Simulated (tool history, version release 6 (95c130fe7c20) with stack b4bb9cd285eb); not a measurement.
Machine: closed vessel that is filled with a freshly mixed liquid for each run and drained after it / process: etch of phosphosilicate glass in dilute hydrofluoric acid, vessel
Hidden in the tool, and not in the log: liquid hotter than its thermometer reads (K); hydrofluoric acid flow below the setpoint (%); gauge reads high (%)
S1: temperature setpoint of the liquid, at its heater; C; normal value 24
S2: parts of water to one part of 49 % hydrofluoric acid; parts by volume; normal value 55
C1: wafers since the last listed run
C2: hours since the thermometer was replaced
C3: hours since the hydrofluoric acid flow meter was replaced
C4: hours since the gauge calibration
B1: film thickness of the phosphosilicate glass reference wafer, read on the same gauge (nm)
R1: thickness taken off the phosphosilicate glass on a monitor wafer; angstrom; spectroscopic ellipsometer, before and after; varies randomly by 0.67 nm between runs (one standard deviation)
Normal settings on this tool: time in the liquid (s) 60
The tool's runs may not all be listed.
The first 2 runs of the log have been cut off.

{"run": 3, "hour": 35.8, "S1": 24, "S2": 55, "time in the liquid (s)": 60, "C1": 1239, "C2": 1941.4, "C3": 2383.3, "C4": 362.7, "B1": 79.99, "R1": 786.1}
{"run": 4, "hour": 70.4, "S1": 25, "S2": 55, "time in the liquid (s)": 50, "C1": 3084, "C2": 1976, "C3": 2417.9, "C4": 397.3, "B1": 80.03, "R1": 680.1}
{"hour": 80.5, "done": "thermometer replaced"}
{"hour": 83.0, "done": "hydrofluoric acid flow meter replaced"}
{"run": 5, "hour": 92.4, "S1": 25, "S2": 55, "time in the liquid (s)": 50, "C1": 1783, "C2": 11.9, "C3": 9.4, "C4": 419.3, "B1": 80.01, "R1": 707.8}
{"run": 6, "hour": 109.8, "S1": 24, "S2": 55, "time in the liquid (s)": 60, "C1": 1551, "C2": 29.3, "C3": 26.8, "C4": 436.7, "B1": 80, "R1": 812.8}
{"run": 7, "hour": 140.9, "S1": 24, "S2": 55, "time in the liquid (s)": 60, "C1": 2772, "C2": 60.4, "C3": 57.9, "C4": 467.8, "B1": 80.02, "R1": 805.1}
{"run": 8, "hour": 160.1, "S1": 24, "S2": 55, "time in the liquid (s)": 60, "C1": 1711, "C2": 79.6, "C3": 77.1, "C4": 487, "B1": 80, "R1": 803.1}
{"run": 9, "hour": 172.4, "S1": 24, "S2": 55, "time in the liquid (s)": 60, "C1": 1096, "C2": 91.9, "C3": 89.4, "C4": 499.3, "B1": 80.04, "R1": 810.2}
{"run": 10, "hour": 200.2, "S1": 24, "S2": 55, "time in the liquid (s)": 60, "C1": 2478, "C2": 119.7, "C3": 117.2, "C4": 527.1, "B1": 80.02, "R1": 815.1}
{"run": 11, "hour": 213.4, "S1": 24, "S2": 55, "time in the liquid (s)": 60, "C1": 1176, "C2": 132.9, "C3": 130.4, "C4": 540.3, "B1": 80, "R1": 809.3}
{"run": 12, "hour": 279.7, "S1": 24, "S2": 35, "time in the liquid (s)": 60, "C1": 5911, "C2": 199.2, "C3": 196.7, "C4": 606.6, "B1": 79.99, "R1": 1334.4}
{"run": 13, "hour": 304.3, "S1": 24, "S2": 55, "time in the liquid (s)": 60, "C1": 2193, "C2": 223.8, "C3": 221.3, "C4": 631.2, "B1": 79.97, "R1": 817.1}
{"run": 14, "hour": 339.2, "S1": 26.5, "S2": 65, "time in the liquid (s)": 90, "C1": 3111, "C2": 258.7, "C3": 256.2, "C4": 666.1, "B1": 80.03, "R1": 1133.2}
{"hour": 341.4, "done": "thermometer replaced, repeated, since the last time left the tool worse"}
{"run": 15, "hour": 370.4, "S1": 24, "S2": 75, "time in the liquid (s)": 60, "C1": 2692, "C2": 29, "C3": 287.4, "C4": 697.3, "B1": 79.99, "R1": 525.2}
{"run": 16, "hour": 396.8, "S1": 27, "S2": 55, "time in the liquid (s)": 35, "C1": 2353, "C2": 55.4, "C3": 313.8, "C4": 723.7, "B1": 80.02, "R1": 472.2}
{"run": 17, "hour": 417.6, "S1": 24, "S2": 55, "time in the liquid (s)": 60, "C1": 1854, "C2": 76.2, "C3": 334.6, "C4": 744.5, "B1": 80.03, "R1": 738.1}
{"run": 18, "hour": 434.8, "S1": 20, "S2": 55, "time in the liquid (s)": 75, "C1": 1533, "C2": 93.4, "C3": 351.8, "C4": 761.7, "B1": 79.98, "R1": 785.4}
{"run": 19, "hour": 450.7, "S1": 24, "S2": 80, "time in the liquid (s)": 60, "C1": 1417, "C2": 109.3, "C3": 367.7, "C4": 777.6, "B1": 79.98, "R1": 485.8}

The next listed run, before its measurement:
{"run": 20, "hour": 477.7, "S1": 28, "S2": 45, "time in the liquid (s)": 35, "C1": 2407, "C2": 136.3, "C3": 394.7, "C4": 804.6, "B1": "?", "R1": "?"}

{"run 20": {"B1": 79.99, "R1": 625.7}}
Minus the tool's unlogged condition, the same run would have read R1 621.2 angstrom.
